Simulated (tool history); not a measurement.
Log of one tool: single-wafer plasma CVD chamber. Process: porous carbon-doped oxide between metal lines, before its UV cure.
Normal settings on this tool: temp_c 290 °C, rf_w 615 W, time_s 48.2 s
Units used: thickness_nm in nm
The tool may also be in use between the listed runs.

run,hour,temp_c,rf_w,time_s,wafers since the last listed run,hours since the last thermocouple change,hours since the last RF generator calibration,hours since the showerhead was replaced,hours since the gauge calibration,"read-back reference wafer on the same gauge, thickness_nm",thickness_nm
1,0,290,615,48.2,0,1107.8,1463.8,6351.6,287.6,333.748,321.635
2,35.7,290,615,48.2,987,1143.5,1499.5,6387.3,323.3,333.878,315.037
3,68.9,290,615,48.2,918,1176.7,1532.7,6420.5,356.5,334.129,317.314
4,99.8,290,615,48.2,854,1207.6,1563.6,6451.4,387.4,334.209,317.239
5,114.4,290,615,48.2,403,1222.2,1578.2,6466,402,333.346,317.673
6,139.7,290,615,48.2,699,1247.5,1603.5,6491.3,427.3,334.098,313.008
7,162.6,290,615,48.2,633,1270.4,1626.4,6514.2,450.2,334.393,314.645
# hour 226.5: gauge calibrated
# hour 230.3: showerhead replaced
8,260.2,290,615,48.2,2477,1368,1724,29.9,33.7,334.287,313.958
9,289.1,290,615,48.2,799,1396.9,1752.9,58.8,62.6,334.187,314.18
10,355.1,296,615,52,1825,1462.9,1818.9,124.8,128.6,334.458,321.829
11,384.1,296,615,52,801,1491.9,1847.9,153.8,157.6,334.315,321.632
12,411.5,290,710,52.9,757,1519.3,1875.3,181.2,185,333.845,388.44
13,429.2,290,710,52.9,489,1537,1893,198.9,202.7,334.038,390.285
14,446.5,278,710,44.5,478,1554.3,1910.3,216.2,220,333.976,356.654
15,479.2,282,510,54.9,904,1587,1943,248.9,252.7,333.587,301.9
# hour 497.6: RF generator calibrated
# hour 498.3: thermocouple changed; heater temperature recalibrated
16,514.1,290,615,41.2,724,15.8,16.5,283.8,287.6,333.916,282.515
17,532.6,290,515,48.2,511,34.3,35,302.3,306.1,334.407,272.755
18,561.5,305,615,57.5,799,63.2,63.9,331.2,335,334.457,356.732
19,577.4,290,615,48.2,439,79.1,79.8,347.1,350.9,334.588,327.983
20,593.5,276,540,45.5,445,95.2,95.9,363.2,367,333.76,300.794
21,611.4,290,575,48.2,495,113.1,113.8,381.1,384.9,334.288,308.293
22,643.5,290,490,48.2,887,145.2,145.9,413.2,417,333.954,255.859
23,672.7,296,615,52,807,174.4,175.1,442.4,446.2,334.428,341.843

5 ways to go on from here, each from the tool as it stands after run 23. What would each give?
A,673.1,290,615,48.2,11,174.8,175.5,442.8,446.6,?,?
B,673.1,299,615,41.4,11,174.8,175.5,442.8,446.6,?,?
C,673.1,290,560,44.5,11,174.8,175.5,442.8,446.6,?,?
D,673.1,276,730,48.2,11,174.8,175.5,442.8,446.6,?,?
E,673.1,300,615,45.7,11,174.8,175.5,442.8,446.6,?,?

run,"read-back reference wafer on the same gauge, thickness_nm",thickness_nm
A,333.921,327.25
B,333.921,265.614
C,333.921,275.591
D,333.921,423.916
E,333.921,290.666
Take away the tool's hidden state, keep each run's random variation, and the runs would have read:
run,thickness_nm
A,330.391
B,268.163
C,278.292
D,427.921
E,293.456
